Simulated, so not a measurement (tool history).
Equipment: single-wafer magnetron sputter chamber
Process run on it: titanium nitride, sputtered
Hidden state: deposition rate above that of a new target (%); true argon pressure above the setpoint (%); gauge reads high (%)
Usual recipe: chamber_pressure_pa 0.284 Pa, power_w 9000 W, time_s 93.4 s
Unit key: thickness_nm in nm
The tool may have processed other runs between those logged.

| run | hour | chamber_pressure_pa | power_w | time_s | wafers since the last listed run | wafers on the sputter target | hours since the last manometer calibration | hours since the magnet pack was replaced | hours since the gauge calibration | read-back reference wafer on the same gauge, thickness_nm | thickness_nm |
|---|---|---|---|---|---|---|---|---|---|---|---|
| 1 | 0 | 0.284 | 9000 | 93.4 | 0 | 403 | 1176.5 | 4968.7 | 1068.4 | 165.983 | 164.389 |
| 2 | 64.5 | 0.284 | 7500 | 93.4 | 1123 | 1527 | 1241 | 5033.2 | 1132.9 | 165.933 | 136.757 |
| 3 | 325.7 | 0.284 | 7500 | 93.4 | 4550 | 6077 | 1502.2 | 5294.4 | 1394.1 | 166.031 | 137.042 |
| 4 | 423.6 | 0.284 | 7500 | 93.4 | 1705 | 7783 | 1600.1 | 5392.3 | 1492 | 165.769 | 136.586 |
| 5 | 526.4 | 0.284 | 9000 | 93.4 | 1790 | 9574 | 1702.9 | 5495.1 | 1594.8 | 165.892 | 165.253 |
| 6 | 582.7 | 0.284 | 9000 | 93.4 | 980 | 10555 | 1759.2 | 5551.4 | 1651.1 | 166.174 | 164.485 |
|  | 614.7 | sputter target and shields replaced |
| 7 | 636 | 0.284 | 9000 | 93.4 | 789 | 371 | 1812.5 | 5604.7 | 1704.4 | 166.081 | 163.469 |
| 8 | 700.8 | 0.284 | 9000 | 93.4 | 1128 | 1500 | 1877.3 | 5669.5 | 1769.2 | 165.941 | 164.215 |
| 9 | 757.8 | 0.337 | 9000 | 107.8 | 993 | 2493 | 1934.3 | 5726.5 | 1826.2 | 166.025 | 184.991 |
|  | 780.5 | capacitance manometer re-zeroed and calibrated |
| 10 | 806.3 | 0.337 | 9000 | 107.8 | 705 | 3199 | 25.8 | 5775 | 1874.7 | 166.008 | 185.947 |
|  | 860.6 | magnet pack replaced |
| 11 | 876 | 0.284 | 9000 | 81.8 | 1074 | 4274 | 95.5 | 15.4 | 1944.4 | 166.099 | 144.218 |
|  | 894.2 | gauge calibrated |
| 12 | 914.2 | 0.284 | 9000 | 93.4 | 665 | 4939 | 133.7 | 53.6 | 20 | 165.827 | 164.261 |
| 13 | 1017.9 | 0.284 | 9000 | 93.4 | 1806 | 6746 | 237.4 | 157.3 | 123.7 | 166.041 | 165.352 |
| 14 | 1071.9 | 0.284 | 9000 | 93.4 | 940 | 7686 | 291.4 | 211.3 | 177.7 | 166.108 | 164.087 |
| 15 | 1145.7 | 0.284 | 9000 | 93.4 | 1285 | 8972 | 365.2 | 285.1 | 251.5 | 166.233 | 164.36 |
|  | 1198.2 | sputter target and shields replaced |
| 16 | 1208.8 | 0.284 | 9000 | 93.4 | 959 | 185 | 428.3 | 348.2 | 314.6 | 165.806 | 165.671 |
| 17 | 1263.4 | 0.226 | 8400 | 93.4 | 951 | 1136 | 482.9 | 402.8 | 369.2 | 166.264 | 157.028 |
| 18 | 1306.7 | 0.284 | 9000 | 80.6 | 754 | 1890 | 526.2 | 446.1 | 412.5 | 166.015 | 142.471 |
| 19 | 1367.4 | 0.229 | 9000 | 93.4 | 1057 | 2948 | 586.9 | 506.8 | 473.2 | 166.226 | 167.655 |
| 20 | 1446.6 | 0.238 | 9000 | 98.7 | 1379 | 4327 | 666.1 | 586 | 552.4 | 165.787 | 177.34 |
| 21 | 1524.6 | 0.199 | 9000 | 101.5 | 1358 | 5686 | 744.1 | 664 | 630.4 | 165.996 | 185.539 |

Run 22, settings as shown, results not yet in. Your forecast:
| 22 | 1615.7 | 0.284 | 7150 | 99.9 | 1587 | 7273 | 835.2 | 755.1 | 721.5 | ? | ? |

{"run 22": {"read-back reference wafer on the same gauge, thickness_nm": 166.111, "thickness_nm": 139.409}}
Minus the tool's unlogged condition, the same run would have read thickness_nm 139.409 nm.
